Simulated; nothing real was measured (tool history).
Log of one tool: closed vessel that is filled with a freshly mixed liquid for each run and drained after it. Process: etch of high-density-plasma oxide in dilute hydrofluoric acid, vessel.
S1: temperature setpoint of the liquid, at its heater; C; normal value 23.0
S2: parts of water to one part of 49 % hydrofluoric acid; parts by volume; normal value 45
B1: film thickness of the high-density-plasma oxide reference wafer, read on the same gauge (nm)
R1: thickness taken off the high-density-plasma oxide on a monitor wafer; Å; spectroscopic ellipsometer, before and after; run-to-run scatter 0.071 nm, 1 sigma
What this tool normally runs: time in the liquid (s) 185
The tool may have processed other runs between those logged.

{"run": 1, "day": 0.0, "S1": 23.0, "S2": 45, "time in the liquid (s)": 185, "B1": 150.0, "R1": 218.8}
{"run": 2, "day": 3.142, "S1": 23.0, "S2": 45, "time in the liquid (s)": 185, "B1": 150.0, "R1": 219.1}
{"run": 3, "day": 4.504, "S1": 23.0, "S2": 45, "time in the liquid (s)": 185, "B1": 150.0, "R1": 218.6}
{"run": 4, "day": 5.483, "S1": 25.5, "S2": 55, "time in the liquid (s)": 185, "B1": 150.01, "R1": 196.8}
{"run": 5, "day": 6.546, "S1": 25.5, "S2": 55, "time in the liquid (s)": 185, "B1": 149.96, "R1": 197.0}
{"run": 6, "day": 7.738, "S1": 25.5, "S2": 55, "time in the liquid (s)": 185, "B1": 150.0, "R1": 196.4}
{"run": 7, "day": 9.158, "S1": 23.0, "S2": 45, "time in the liquid (s)": 185, "B1": 149.99, "R1": 220.6}
{"run": 8, "day": 12.821, "S1": 23.0, "S2": 45, "time in the liquid (s)": 185, "B1": 150.01, "R1": 222.0}
{"run": 9, "day": 15.846, "S1": 23.0, "S2": 55, "time in the liquid (s)": 130, "B1": 149.99, "R1": 127.0}
{"run": 10, "day": 16.421, "S1": 23.0, "S2": 55, "time in the liquid (s)": 130, "B1": 149.98, "R1": 126.3}
{"day": 17.292, "done": "hydrofluoric acid flow meter replaced"}
{"run": 11, "day": 17.554, "S1": 23.0, "S2": 55, "time in the liquid (s)": 130, "B1": 149.99, "R1": 122.4}
{"day": 17.817, "done": "thermometer replaced"}
{"run": 12, "day": 18.121, "S1": 23.0, "S2": 30, "time in the liquid (s)": 185, "B1": 150.03, "R1": 328.9}
{"run": 13, "day": 19.217, "S1": 23.0, "S2": 30, "time in the liquid (s)": 185, "B1": 150.03, "R1": 329.5}
{"run": 14, "day": 20.642, "S1": 23.0, "S2": 55, "time in the liquid (s)": 185, "B1": 150.01, "R1": 174.2}
{"run": 15, "day": 21.579, "S1": 23.0, "S2": 55, "time in the liquid (s)": 225, "B1": 150.02, "R1": 213.5}
{"run": 16, "day": 22.296, "S1": 27.0, "S2": 65, "time in the liquid (s)": 125, "B1": 150.03, "R1": 116.1}
{"day": 22.875, "done": "gauge calibrated"}
{"run": 17, "day": 23.608, "S1": 23.0, "S2": 45, "time in the liquid (s)": 185, "B1": 150.0, "R1": 215.6}
{"run": 18, "day": 24.562, "S1": 27.0, "S2": 60, "time in the liquid (s)": 185, "B1": 149.96, "R1": 187.8}
{"run": 19, "day": 25.158, "S1": 23.0, "S2": 45, "time in the liquid (s)": 85, "B1": 150.0, "R1": 100.0}
{"run": 20, "day": 26.617, "S1": 23.0, "S2": 55, "time in the liquid (s)": 130, "B1": 149.99, "R1": 123.1}
{"run": 21, "day": 27.304, "S1": 25.5, "S2": 55, "time in the liquid (s)": 185, "B1": 150.01, "R1": 193.6}
{"run": 22, "day": 31.171, "S1": 23.0, "S2": 45, "time in the liquid (s)": 185, "B1": 150.01, "R1": 219.7}
{"run": 23, "day": 31.929, "S1": 23.0, "S2": 45, "time in the liquid (s)": 100, "B1": 149.99, "R1": 118.5}
{"run": 24, "day": 34.617, "S1": 20.5, "S2": 55, "time in the liquid (s)": 290, "B1": 150.01, "R1": 252.4}
{"run": 25, "day": 35.783, "S1": 20.0, "S2": 35, "time in the liquid (s)": 185, "B1": 149.98, "R1": 252.3}
{"run": 26, "day": 36.333, "S1": 23.0, "S2": 45, "time in the liquid (s)": 265, "B1": 149.99, "R1": 316.3}
{"run": 27, "day": 37.125, "S1": 23.0, "S2": 45, "time in the liquid (s)": 185, "B1": 150.0, "R1": 221.8}
{"run": 28, "day": 37.85, "S1": 24.5, "S2": 30, "time in the liquid (s)": 220, "B1": 149.98, "R1": 427.6}
{"run": 29, "day": 38.717, "S1": 18.5, "S2": 50, "time in the liquid (s)": 185, "B1": 149.99, "R1": 162.7}
{"run": 30, "day": 39.862, "S1": 25.5, "S2": 65, "time in the liquid (s)": 285, "B1": 149.98, "R1": 255.2}
{"run": 31, "day": 40.708, "S1": 27.5, "S2": 45, "time in the liquid (s)": 185, "B1": 149.98, "R1": 265.6}

What if the next run were any one of these 5? Each begins from the tool's condition after run 31:
{"run": "A", "day": 40.738, "S1": 23.0, "S2": 40, "time in the liquid (s)": 185, "B1": "?", "R1": "?"}
{"run": "B", "day": 40.738, "S1": 19.5, "S2": 45, "time in the liquid (s)": 185, "B1": "?", "R1": "?"}
{"run": "C", "day": 40.738, "S1": 27.0, "S2": 45, "time in the liquid (s)": 185, "B1": "?", "R1": "?"}
{"run": "D", "day": 40.738, "S1": 21.0, "S2": 50, "time in the liquid (s)": 185, "B1": "?", "R1": "?"}
{"run": "E", "day": 40.738, "S1": 19.0, "S2": 60, "time in the liquid (s)": 270, "B1": "?", "R1": "?"}

run=A B1=149.99 R1=249.6
run=B B1=149.99 R1=190.2
run=C B1=149.99 R1=259.9
run=D B1=149.99 R1=181.4
run=E B1=149.99 R1=200.3
The same runs, with their run-to-run variation unchanged, on a tool lacking any hidden condition would have given:
run=A R1=242.6
run=B R1=184.8
run=C R1=252.4
run=D R1=176.2
run=E R1=194.5

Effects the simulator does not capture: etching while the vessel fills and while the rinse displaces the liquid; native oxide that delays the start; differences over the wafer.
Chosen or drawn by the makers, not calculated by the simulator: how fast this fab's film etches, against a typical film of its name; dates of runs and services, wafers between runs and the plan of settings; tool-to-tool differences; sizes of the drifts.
